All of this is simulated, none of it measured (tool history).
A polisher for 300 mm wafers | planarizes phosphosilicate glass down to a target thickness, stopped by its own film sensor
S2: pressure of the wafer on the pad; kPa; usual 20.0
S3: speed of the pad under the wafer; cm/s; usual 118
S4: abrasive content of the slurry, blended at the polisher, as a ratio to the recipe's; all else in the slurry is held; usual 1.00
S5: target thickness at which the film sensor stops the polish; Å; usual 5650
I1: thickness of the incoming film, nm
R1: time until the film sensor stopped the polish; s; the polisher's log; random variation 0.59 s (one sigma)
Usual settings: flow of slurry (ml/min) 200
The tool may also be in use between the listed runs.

{"run": 1, "hour": 0.0, "flow of slurry (ml/min)": 200, "S2": 20.0, "S3": 118, "S4": 1.0, "S5": 5650, "I1": 1118.9, "R1": 58.2}
{"hour": 71.6, "done": "worn pad replaced by a new one"}
{"hour": 103.2, "done": "slurry blender recalibrated"}
{"run": 2, "hour": 106.9, "flow of slurry (ml/min)": 200, "S2": 20.0, "S3": 118, "S4": 1.0, "S5": 5650, "I1": 1154.1, "R1": 61.1}
{"hour": 136.1, "done": "conditioning disc replaced and pad reconditioned"}
{"hour": 162.6, "done": "slurry nozzle cleaned"}
{"run": 3, "hour": 172.0, "flow of slurry (ml/min)": 200, "S2": 20.0, "S3": 118, "S4": 1.0, "S5": 5650, "I1": 1121.8, "R1": 58.0}
{"run": 4, "hour": 263.1, "flow of slurry (ml/min)": 200, "S2": 20.0, "S3": 118, "S4": 1.0, "S5": 5650, "I1": 1144.6, "R1": 60.8}
{"hour": 268.0, "done": "worn pad replaced by a new one"}
{"run": 5, "hour": 352.5, "flow of slurry (ml/min)": 200, "S2": 20.0, "S3": 118, "S4": 1.0, "S5": 5650, "I1": 1129.1, "R1": 58.9}
{"hour": 417.9, "done": "slurry nozzle cleaned"}
{"hour": 423.9, "done": "slurry blender recalibrated"}
{"run": 6, "hour": 424.4, "flow of slurry (ml/min)": 200, "S2": 22.1, "S3": 118, "S4": 1.0, "S5": 5650, "I1": 1123.9, "R1": 52.6}
{"hour": 460.2, "done": "worn pad replaced by a new one"}
{"hour": 492.7, "done": "conditioning disc replaced and pad reconditioned"}
{"run": 7, "hour": 515.9, "flow of slurry (ml/min)": 200, "S2": 22.1, "S3": 118, "S4": 1.0, "S5": 5650, "I1": 1146.7, "R1": 54.8}
{"run": 8, "hour": 562.8, "flow of slurry (ml/min)": 170, "S2": 13.8, "S3": 118, "S4": 1.0, "S5": 5150, "I1": 1133.5, "R1": 95.1}
{"hour": 654.5, "done": "worn pad replaced by a new one"}
{"run": 9, "hour": 661.4, "flow of slurry (ml/min)": 200, "S2": 20.0, "S3": 118, "S4": 1.0, "S5": 5650, "I1": 1130.1, "R1": 59.3}
{"hour": 684.4, "done": "slurry nozzle cleaned"}
{"run": 10, "hour": 759.4, "flow of slurry (ml/min)": 175, "S2": 17.2, "S3": 118, "S4": 0.8, "S5": 5650, "I1": 1134.7, "R1": 78.6}
{"hour": 782.3, "done": "slurry blender recalibrated"}
{"hour": 819.4, "done": "conditioning disc replaced and pad reconditioned"}
{"hour": 837.4, "done": "head pressure recalibrated"}
{"hour": 839.7, "done": "worn pad replaced by a new one"}
{"run": 11, "hour": 840.2, "flow of slurry (ml/min)": 200, "S2": 25.5, "S3": 118, "S4": 1.0, "S5": 5650, "I1": 1134.9, "R1": 46.9}
{"hour": 888.4, "done": "slurry nozzle cleaned"}
{"run": 12, "hour": 901.3, "flow of slurry (ml/min)": 200, "S2": 20.0, "S3": 148, "S4": 1.0, "S5": 5650, "I1": 1150.3, "R1": 52.6}
{"run": 13, "hour": 937.4, "flow of slurry (ml/min)": 200, "S2": 20.0, "S3": 118, "S4": 0.85, "S5": 5650, "I1": 1137.2, "R1": 65.8}
{"run": 14, "hour": 1016.0, "flow of slurry (ml/min)": 200, "S2": 20.0, "S3": 118, "S4": 1.0, "S5": 5650, "I1": 1133.5, "R1": 59.0}
{"hour": 1026.1, "done": "worn pad replaced by a new one"}
{"hour": 1073.8, "done": "slurry blender recalibrated"}
{"run": 15, "hour": 1088.4, "flow of slurry (ml/min)": 200, "S2": 20.0, "S3": 88, "S4": 1.0, "S5": 5650, "I1": 1113.5, "R1": 70.6}

Forecast each of these 4 alternatives for the next run:
{"run": "A", "hour": 1088.8, "flow of slurry (ml/min)": 200, "S2": 15.2, "S3": 118, "S4": 1.0, "S5": 5650, "I1": 1121.5, "R1": "?"}
{"run": "B", "hour": 1088.8, "flow of slurry (ml/min)": 180, "S2": 20.0, "S3": 118, "S4": 1.1, "S5": 5650, "I1": 1121.5, "R1": "?"}
{"run": "C", "hour": 1088.8, "flow of slurry (ml/min)": 235, "S2": 14.5, "S3": 118, "S4": 1.3, "S5": 5650, "I1": 1121.5, "R1": "?"}
{"run": "D", "hour": 1088.8, "flow of slurry (ml/min)": 200, "S2": 24.8, "S3": 118, "S4": 0.75, "S5": 3760, "I1": 1121.5, "R1": "?"}

run=A R1=76.7
run=B R1=56.3
run=C R1=71.0
run=D R1=72.1
Without the tool's hidden state the same runs would have given:
run=A R1=76.7
run=B R1=56.3
run=C R1=71.0
run=D R1=72.1
